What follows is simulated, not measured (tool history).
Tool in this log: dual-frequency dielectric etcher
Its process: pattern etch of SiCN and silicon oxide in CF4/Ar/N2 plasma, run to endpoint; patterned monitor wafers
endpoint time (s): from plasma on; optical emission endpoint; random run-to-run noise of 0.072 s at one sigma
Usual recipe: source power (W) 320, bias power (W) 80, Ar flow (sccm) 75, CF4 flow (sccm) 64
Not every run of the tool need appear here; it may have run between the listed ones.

run	hour	source power (W)	bias power (W)	Ar flow (sccm)	CF4 flow (sccm)	incoming incoming film thickness, nm	endpoint time (s)
1	0.0	320	74	57	64	15.06	21.9
# hour 10.8: bias power generator calibrated
2	45.4	320	80	67	58	15.21	22.8
# hour 123.9: wet clean of the chamber
3	140.8	320	80	75	64	15.26	23.2
4	226.6	320	70	75	64	15.24	23.9
5	266.0	320	80	75	64	15.03	22.8
6	352.5	320	97	83	76	15.31	22.3
# hour 378.9: CF4 flow controller replaced
# hour 462.9: upper electrode replaced
7	463.4	320	80	68	59	15.24	22.8
8	520.5	290	91	89	52	15.27	25.1
9	584.4	320	80	67	58	15.24	22.8
10	631.8	320	80	75	64	15.19	23.0
11	692.7	320	90	75	80	15.34	22.1
# hour 755.6: wet clean of the chamber
12	790.1	320	80	75	64	15.33	23.3
13	866.1	320	65	75	64	15.28	24.2
14	908.4	320	92	75	64	15.27	22.4
15	956.3	320	65	75	64	15.24	24.1
16	1063.2	320	80	87	64	15.13	23.5
17	1103.4	340	80	75	54	15.36	22.5
18	1159.2	250	66	75	69	15.13	28.0
19	1233.8	320	75	75	72	15.13	22.9
20	1327.1	350	80	75	64	15.17	21.5
21	1385.8	300	90	62	57	15.23	22.6
22	1432.0	320	88	65	72	15.21	21.7
# hour 1471.5: wet clean of the chamber
23	1475.3	320	80	75	64	15.01	22.7
24	1567.1	390	80	75	50	15.29	20.4

What if the next run were any one of these 4? Each begins from the tool's condition after run 24:
A	1567.5	320	80	75	64	15.24	?
B	1567.5	380	80	92	76	15.24	?
C	1567.5	300	80	75	79	15.24	?
D	1567.5	280	80	75	73	15.24	?

run	endpoint time (s)
A	23.0
B	21.0
C	23.7
D	24.9
With the hidden condition removed and each run's random variation left untouched, the same runs would have given:
run	endpoint time (s)
A	23.2
B	21.1
C	23.9
D	25.1

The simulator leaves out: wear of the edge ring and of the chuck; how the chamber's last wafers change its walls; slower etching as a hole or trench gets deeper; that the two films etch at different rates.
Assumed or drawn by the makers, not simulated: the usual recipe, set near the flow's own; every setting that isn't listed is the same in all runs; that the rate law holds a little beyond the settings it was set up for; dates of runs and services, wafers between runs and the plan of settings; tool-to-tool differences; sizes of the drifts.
